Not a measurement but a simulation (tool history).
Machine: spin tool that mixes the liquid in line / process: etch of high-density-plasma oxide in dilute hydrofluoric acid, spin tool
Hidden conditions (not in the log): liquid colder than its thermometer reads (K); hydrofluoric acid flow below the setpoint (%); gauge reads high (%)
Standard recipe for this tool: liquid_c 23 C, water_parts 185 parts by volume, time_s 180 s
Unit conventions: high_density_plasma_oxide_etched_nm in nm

| run | day | liquid_c | water_parts | time_s | wafers since the last listed run | hours since the thermometer was replaced | hours since the hydrofluoric acid flow meter was replaced | hours since the gauge calibration | read-back film thickness of the high-density-plasma oxide reference wafer, read on the same gauge (nm) | high_density_plasma_oxide_etched_nm |
|---|---|---|---|---|---|---|---|---|---|---|
| 1 | 0 | 23 | 185 | 180 | 0 | 2032.2 | 2025.1 | 160.9 | 79.68 | 6.37 |
| 2 | 0.762 | 23 | 185 | 180 | 88 | 2050.5 | 2043.4 | 179.2 | 79.61 | 6.46 |
| 3 | 1.367 | 23 | 185 | 180 | 70 | 2065 | 2057.9 | 193.7 | 79.59 | 6.43 |
| 4 | 1.975 | 23 | 185 | 180 | 70 | 2079.6 | 2072.5 | 208.3 | 79.55 | 6.48 |
| 5 | 2.488 | 23 | 185 | 180 | 59 | 2091.9 | 2084.8 | 220.6 | 79.53 | 6.47 |
| 6 | 3.071 | 23 | 185 | 180 | 67 | 2105.9 | 2098.8 | 234.6 | 79.45 | 6.49 |
| 7 | 4.054 | 23 | 185 | 180 | 114 | 2129.5 | 2122.4 | 258.2 | 79.42 | 6.4 |
| 8 | 4.725 | 23 | 185 | 180 | 77 | 2145.6 | 2138.5 | 274.3 | 79.38 | 6.42 |
| 9 | 6.046 | 23 | 185 | 180 | 153 | 2177.3 | 2170.2 | 306 | 79.28 | 6.45 |
| 10 | 7.517 | 27.5 | 260 | 145 | 170 | 2212.6 | 2205.5 | 341.3 | 79.1 | 3.95 |
| 11 | 8.208 | 23 | 215 | 180 | 80 | 2229.2 | 2222.1 | 357.9 | 79.02 | 5.32 |
| 12 | 9.088 | 25 | 255 | 180 | 101 | 2250.3 | 2243.2 | 379 | 78.92 | 4.63 |
| 13 | 10.521 | 23 | 155 | 180 | 166 | 2284.7 | 2277.6 | 413.4 | 78.74 | 7.88 |
| 14 | 11.842 | 23 | 185 | 180 | 153 | 2316.4 | 2309.3 | 445.1 | 78.58 | 6.43 |
|  | 12.246 | gauge calibrated |
|  | 12.3 | thermometer replaced |
|  | 12.467 | hydrofluoric acid flow meter replaced |
| 15 | 14.95 | 23 | 185 | 180 | 350 | 63.6 | 59.6 | 64.9 | 79.94 | 6.46 |
| 16 | 16.346 | 27.5 | 115 | 180 | 161 | 97.1 | 93.1 | 98.4 | 79.92 | 13.49 |
| 17 | 17.425 | 23 | 125 | 180 | 125 | 123 | 119 | 124.3 | 79.87 | 10.19 |
| 18 | 18.054 | 23 | 185 | 180 | 72 | 138.1 | 134.1 | 139.4 | 79.88 | 6.49 |

How would selected steps in high_density_plasma_oxide_etched_nm from run to run divide? Give the signed amount a tool lacking its hidden state would still show from settings, what came in and random variation, and the signed amount left for the hidden state, including any gauge scatter that is not in both of the compared results.
Run 14 -> 15: gauge calibrated, thermometer replaced, hydrofluoric acid flow meter replaced. high_density_plasma_oxide_etched_nm +0.03 nm: hidden state +0.12, all else -0.09.
Run 15 -> 16: liquid_c 23 -> 27.5, water_parts 185 -> 115. high_density_plasma_oxide_etched_nm +7.03 nm: hidden state -0.01, all else +7.04.
